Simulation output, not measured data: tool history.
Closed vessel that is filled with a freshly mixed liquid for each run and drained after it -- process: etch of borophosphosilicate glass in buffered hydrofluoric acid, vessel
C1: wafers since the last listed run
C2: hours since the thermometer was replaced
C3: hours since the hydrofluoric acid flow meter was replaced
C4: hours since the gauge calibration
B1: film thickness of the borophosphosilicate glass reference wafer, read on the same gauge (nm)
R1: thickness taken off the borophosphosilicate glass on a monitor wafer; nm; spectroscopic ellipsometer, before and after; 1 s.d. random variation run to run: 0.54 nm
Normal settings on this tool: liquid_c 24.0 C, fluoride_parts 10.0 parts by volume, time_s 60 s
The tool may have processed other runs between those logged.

{"run": 1, "hour": 0.0, "liquid_c": 24.0, "fluoride_parts": 10.0, "time_s": 60, "C1": 0, "C2": 1233.1, "C3": 1711.7, "C4": 81.9, "B1": 89.96, "R1": 130.42}
{"run": 2, "hour": 11.1, "liquid_c": 24.0, "fluoride_parts": 10.0, "time_s": 60, "C1": 701, "C2": 1244.2, "C3": 1722.8, "C4": 93.0, "B1": 90.03, "R1": 131.61}
{"run": 3, "hour": 27.4, "liquid_c": 24.0, "fluoride_parts": 10.0, "time_s": 70, "C1": 1030, "C2": 1260.5, "C3": 1739.1, "C4": 109.3, "B1": 90.0, "R1": 153.14}
{"run": 4, "hour": 34.3, "liquid_c": 24.0, "fluoride_parts": 10.0, "time_s": 70, "C1": 436, "C2": 1267.4, "C3": 1746.0, "C4": 116.2, "B1": 90.05, "R1": 152.68}
{"run": 5, "hour": 44.3, "liquid_c": 24.0, "fluoride_parts": 10.0, "time_s": 70, "C1": 631, "C2": 1277.4, "C3": 1756.0, "C4": 126.2, "B1": 90.0, "R1": 153.53}
{"run": 6, "hour": 57.7, "liquid_c": 24.0, "fluoride_parts": 10.0, "time_s": 50, "C1": 846, "C2": 1290.8, "C3": 1769.4, "C4": 139.6, "B1": 90.01, "R1": 110.0}
{"run": 7, "hour": 73.1, "liquid_c": 24.0, "fluoride_parts": 10.0, "time_s": 50, "C1": 973, "C2": 1306.2, "C3": 1784.8, "C4": 155.0, "B1": 89.99, "R1": 109.92}
{"run": 8, "hour": 79.2, "liquid_c": 24.0, "fluoride_parts": 8.0, "time_s": 60, "C1": 385, "C2": 1312.3, "C3": 1790.9, "C4": 161.1, "B1": 90.03, "R1": 159.29}
{"run": 9, "hour": 95.4, "liquid_c": 24.0, "fluoride_parts": 8.0, "time_s": 60, "C1": 1023, "C2": 1328.5, "C3": 1807.1, "C4": 177.3, "B1": 89.98, "R1": 160.45}
{"hour": 99.0, "done": "thermometer replaced"}
{"run": 10, "hour": 104.2, "liquid_c": 28.0, "fluoride_parts": 10.0, "time_s": 60, "C1": 492, "C2": 5.2, "C3": 1815.9, "C4": 186.1, "B1": 90.01, "R1": 174.29}
{"run": 11, "hour": 113.9, "liquid_c": 25.5, "fluoride_parts": 8.5, "time_s": 75, "C1": 612, "C2": 14.9, "C3": 1825.6, "C4": 195.8, "B1": 90.06, "R1": 217.61}
{"hour": 121.0, "done": "gauge calibrated"}
{"run": 12, "hour": 127.0, "liquid_c": 24.0, "fluoride_parts": 10.0, "time_s": 60, "C1": 827, "C2": 28.0, "C3": 1838.7, "C4": 6.0, "B1": 90.03, "R1": 140.86}
{"run": 13, "hour": 137.3, "liquid_c": 24.0, "fluoride_parts": 14.0, "time_s": 75, "C1": 650, "C2": 38.3, "C3": 1849.0, "C4": 16.3, "B1": 90.06, "R1": 126.52}
{"hour": 139.0, "done": "thermometer replaced, repeated, since the last time left the tool worse"}
{"run": 14, "hour": 147.4, "liquid_c": 24.0, "fluoride_parts": 10.0, "time_s": 30, "C1": 575, "C2": 8.4, "C3": 1859.1, "C4": 26.4, "B1": 90.03, "R1": 60.21}
{"run": 15, "hour": 161.5, "liquid_c": 24.0, "fluoride_parts": 13.5, "time_s": 70, "C1": 891, "C2": 22.5, "C3": 1873.2, "C4": 40.5, "B1": 89.96, "R1": 103.95}
{"run": 16, "hour": 179.4, "liquid_c": 21.0, "fluoride_parts": 8.0, "time_s": 75, "C1": 1131, "C2": 40.4, "C3": 1891.1, "C4": 58.4, "B1": 90.01, "R1": 153.93}
{"hour": 181.6, "done": "hydrofluoric acid flow meter replaced"}
{"run": 17, "hour": 195.3, "liquid_c": 27.0, "fluoride_parts": 13.0, "time_s": 95, "C1": 941, "C2": 56.3, "C3": 13.7, "C4": 74.3, "B1": 90.01, "R1": 171.98}

Run 18 has not been measured yet. What should we expect?
{"run": 18, "hour": 206.2, "liquid_c": 20.5, "fluoride_parts": 10.0, "time_s": 30, "C1": 688, "C2": 67.2, "C3": 24.6, "C4": 85.2, "B1": "?", "R1": "?"}

{"run 18": {"B1": 90.02, "R1": 49.87}}
Take away the tool's hidden state, keep the run-to-run variation as it was, and the same run would have given R1 49.19 nm.
